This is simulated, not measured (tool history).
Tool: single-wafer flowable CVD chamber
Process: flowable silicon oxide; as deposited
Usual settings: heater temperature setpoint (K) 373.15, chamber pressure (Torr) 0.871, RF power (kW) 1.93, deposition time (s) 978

run	hour	heater temperature setpoint (K)	chamber pressure (Torr)	RF power (kW)	deposition time (s)	wafers since the last listed run	hours since the last thermocouple change	hours since the last RF generator calibration	hours since the last manometer calibration	hours since the showerhead was replaced	hours since the gauge calibration	read-back reference wafer on the same gauge, thickness_nm	mean film thickness on the monitor wafer (nm)
1	0	373.15	0.871	2.095	978	0	889.1	1203.1	1565.5	19.5	1418.1	637.588	644.116
2	69.3	373.15	0.871	1.755	978	134	958.4	1272.4	1634.8	88.8	1487.4	636.89	610.881
# hour 98.4: thermocouple changed; heater temperature recalibrated
# hour 130.1: RF generator calibrated
3	140.3	373.15	0.871	1.755	978	106	41.9	10.2	1705.8	159.8	1558.4	636.787	659.462
4	184.4	373.15	0.871	2.075	867	85	86	54.3	1749.9	203.9	1602.5	637.748	615.544
5	224.4	373.15	0.871	2.075	867	77	126	94.3	1789.9	243.9	1642.5	637.628	611.56
6	279.6	373.15	0.871	2.075	867	106	181.2	149.5	1845.1	299.1	1697.7	637.412	615.478
7	323.2	365.15	0.871	1.78	978	84	224.8	193.1	1888.7	342.7	1741.3	636.843	828.12
8	388.7	373.15	0.871	2.085	1110	126	290.3	258.6	1954.2	408.2	1806.8	636.191	781.743
9	420.9	373.15	0.871	1.93	978	62	322.5	290.8	1986.4	440.4	1839	636.808	670.652
# hour 442.1: thermocouple changed; heater temperature recalibrated, repeated, since the last time left the tool worse
10	492.3	360.15	0.871	2.06	978	122	50.2	362.2	2057.8	511.8	1910.4	637.793	957.861
# hour 544.6: gauge calibrated
11	558.4	373.15	0.871	1.93	1073	127	116.3	428.3	2123.9	577.9	13.8	638.509	705.334
12	617	373.15	0.871	1.93	1165	113	174.9	486.9	2182.5	636.5	72.4	636.179	759.517
13	672	373.15	1.004	2.045	868	106	229.9	541.9	2237.5	691.5	127.4	637.493	654.584
14	734.2	373.15	0.871	1.93	978	120	292.1	604.1	2299.7	753.7	189.6	637.061	633.653
15	784.2	373.15	0.871	1.93	978	96	342.1	654.1	2349.7	803.7	239.6	636.836	629.761
16	847.3	367.15	1.006	1.93	978	122	405.2	717.2	2412.8	866.8	302.7	636.897	852.295
# hour 877.7: capacitance manometer re-zeroed and calibrated
17	916.3	380.15	0.871	2.185	978	117	474.2	786.2	38.6	935.8	371.7	637.896	527.099
18	985.1	373.15	1.012	2.195	978	133	543	855	107.4	1004.6	440.5	636.988	744.886
19	1021.6	361.15	0.871	1.93	978	70	579.5	891.5	143.9	1041.1	477	636.795	894.402
20	1089.1	373.15	0.871	1.93	1052	130	647	959	211.4	1108.6	544.5	636.519	671.323
21	1134.2	380.15	0.764	1.565	1112	87	692.1	1004.1	256.5	1153.7	589.6	636.132	475.993
22	1182	373.15	0.871	2.14	978	92	739.9	1051.9	304.3	1201.5	637.4	635.949	650.098
23	1224.9	373.15	0.871	1.755	1097	82	782.8	1094.8	347.2	1244.4	680.3	636.408	675.915
24	1252.3	367.15	1.006	1.93	978	52	810.2	1122.2	374.6	1271.8	707.7	636.701	843.061
25	1291.7	373.15	0.871	1.93	978	76	849.6	1161.6	414	1311.2	747.1	636.186	626.095
26	1318.8	373.15	0.871	1.93	978	52	876.7	1188.7	441.1	1338.3	774.2	636.606	624.155
27	1379.6	363.15	0.693	1.93	978	117	937.5	1249.5	501.9	1399.1	835	637.596	683.852
# hour 1432.6: RF generator calibrated
28	1433.1	373.15	0.871	2.1	880	88	991	0.5	555.4	1452.6	888.5	637.557	570.465
29	1473.6	364.15	1.026	2.255	978	78	1031.5	41	595.9	1493.1	929	636.904	965.303

3 ways to go on from here, each from the tool as it stands after run 29. What would each give?
A	1474.3	373.15	0.871	2.235	978	1	1032.2	41.7	596.6	1493.8	929.7	?	?
B	1474.3	373.15	0.984	1.93	978	1	1032.2	41.7	596.6	1493.8	929.7	?	?
C	1474.3	373.15	0.667	1.69	978	1	1032.2	41.7	596.6	1493.8	929.7	?	?

run	read-back reference wafer on the same gauge, thickness_nm	mean film thickness on the monitor wafer (nm)
A	637.436	647.905
B	637.436	694.932
C	637.436	471.733
Without the tool's hidden state the same runs would have given:
run	mean film thickness on the monitor wafer (nm)
A	678.233
B	727.461
C	493.815
